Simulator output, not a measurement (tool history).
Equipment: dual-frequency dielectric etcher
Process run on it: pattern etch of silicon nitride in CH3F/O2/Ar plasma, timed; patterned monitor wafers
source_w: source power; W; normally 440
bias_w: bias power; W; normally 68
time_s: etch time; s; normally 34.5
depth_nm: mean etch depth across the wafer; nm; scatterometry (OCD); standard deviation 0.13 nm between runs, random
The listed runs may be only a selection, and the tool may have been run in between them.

run,hour,source_w,bias_w,time_s,"read-back reference wafer on the same gauge, depth_nm",depth_nm
1,0,440,68,34.5,20.66,25.26
2,39,440,68,34.5,20.62,25.6
3,102.4,440,68,34.5,20.59,25.17
# hour 115.9: gauge calibrated
4,154.6,440,68,34.5,20.6,25.65
5,206.5,440,68,34.5,20.64,25.55
6,303.3,440,68,29,20.62,21.92
7,392.5,440,68,29,20.57,21.98
# hour 461.1: wet clean of the chamber
8,490.9,440,68,29,20.61,21.01
9,533.2,440,68,34.5,20.6,25.14
10,590.7,490,76,37.5,20.57,29.14
11,657.7,440,68,34.5,20.59,25.38
# hour 697.5: source power generator calibrated
12,723,340,68,34.5,20.59,23.93
13,820.8,510,68,34.5,20.59,26.59
# hour 911.6: upper electrode replaced
# hour 936.9: gauge calibrated
# hour 1003.8: bias power generator calibrated
# hour 1022.8: wet clean of the chamber
14,1128.6,360,83,37,20.63,27.65
15,1234,440,61,34.5,20.62,24.74
16,1338.3,440,68,34.5,20.62,25.82
17,1432.4,380,78,40,20.59,30.47
18,1520.6,440,68,34.5,20.6,26.13

List, for all runs, the conditions of the tool that the log does not record:
source power that arrives over what is set, %: 0, the same for each run
bias power that arrives over what is set, %: 0, the same for each run
gauge reads high (%): 0, the same for each run
H1: etch rate over this chamber's usual, %
run,H1
1,0.921
2,1.28
3,1.86
4,2.34
5,2.81
6,3.7
7,4.52
8,-0.0102
9,0.377
10,0.904
11,1.52
12,2.12
13,3.01
14,0.729
15,1.69
16,2.65
17,3.51
18,4.32
